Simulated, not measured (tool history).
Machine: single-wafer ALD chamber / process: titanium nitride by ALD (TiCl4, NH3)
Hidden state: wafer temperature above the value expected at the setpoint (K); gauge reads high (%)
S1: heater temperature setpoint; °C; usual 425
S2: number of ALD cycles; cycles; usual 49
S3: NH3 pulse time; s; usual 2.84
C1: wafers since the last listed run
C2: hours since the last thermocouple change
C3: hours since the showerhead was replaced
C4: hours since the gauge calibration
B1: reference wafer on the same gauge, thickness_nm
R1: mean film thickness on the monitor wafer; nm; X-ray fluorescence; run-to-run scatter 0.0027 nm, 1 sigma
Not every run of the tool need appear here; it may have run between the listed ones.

run,hour,S1,S2,S3,C1,C2,C3,C4,B1,R1
1,0.0,425,47,2.84,0,1671.4,6169.9,110.9,1.100,1.023
2,14.2,425,47,2.84,51,1685.6,6184.1,125.1,1.100,1.021
3,46.1,437,49,2.84,116,1717.5,6216.0,157.0,1.099,1.064
4,63.1,425,49,2.84,62,1734.5,6233.0,174.0,1.099,1.064
5,76.4,425,49,2.84,48,1747.8,6246.3,187.3,1.099,1.066
6,105.0,432,49,2.84,104,1776.4,6274.9,215.9,1.099,1.066
7,132.5,425,49,2.84,100,1803.9,6302.4,243.4,1.098,1.066
8,165.4,425,49,2.84,120,1836.8,6335.3,276.3,1.098,1.062
9,182.2,431,49,2.84,61,1853.6,6352.1,293.1,1.097,1.064
10,200.1,425,49,2.84,65,1871.5,6370.0,311.0,1.098,1.064
11,228.4,425,49,2.84,103,1899.8,6398.3,339.3,1.097,1.062
12,251.7,425,49,2.84,85,1923.1,6421.6,362.6,1.096,1.059
# hour 266.4: showerhead replaced
13,266.9,425,49,2.84,26,1938.3,0.5,377.8,1.097,1.059
14,292.2,419,54,3.17,92,1963.6,25.8,403.1,1.096,1.170
15,322.1,417,52,3.38,109,1993.5,55.7,433.0,1.096,1.125
# hour 401.1: thermocouple changed; heater temperature recalibrated
16,425.8,412,49,2.84,350,24.7,159.4,536.7,1.094,1.060
17,440.2,425,57,2.84,52,39.1,173.8,551.1,1.093,1.234
18,473.6,425,49,2.84,122,72.5,207.2,584.5,1.092,1.056
19,558.9,416,40,1.91,312,157.8,292.5,669.8,1.089,0.849
# hour 584.2: gauge calibrated
20,588.6,425,49,3.26,108,187.5,322.2,4.4,1.098,1.064
21,616.1,425,49,2.84,100,215.0,349.7,31.9,1.098,1.064
22,650.6,410,40,2.02,126,249.5,384.2,66.4,1.098,0.859
23,675.4,425,47,2.84,90,274.3,409.0,91.2,1.098,1.020
24,708.4,425,49,2.84,120,307.3,442.0,124.2,1.099,1.070
25,740.1,435,58,3.55,115,339.0,473.7,155.9,1.098,1.257
26,773.0,425,49,3.88,120,371.9,506.6,188.8,1.098,1.070
27,786.0,425,49,2.18,47,384.9,519.6,201.8,1.097,1.061

Each row is a separate what-if for the run after 27, all from the same tool condition, not one after another. Results?
A,786.5,425,49,2.84,1,385.4,520.1,202.3,?,?
B,786.5,434,40,3.60,1,385.4,520.1,202.3,?,?
C,786.5,425,56,2.84,1,385.4,520.1,202.3,?,?
D,786.5,421,55,3.90,1,385.4,520.1,202.3,?,?
E,786.5,421,58,2.35,1,385.4,520.1,202.3,?,?

run,B1,R1
A,1.098,1.066
B,1.098,0.872
C,1.098,1.218
D,1.098,1.203
E,1.098,1.255
Without the tool's unlogged condition, the same runs would have read:
run,R1
A,1.068
B,0.874
C,1.221
D,1.205
E,1.258
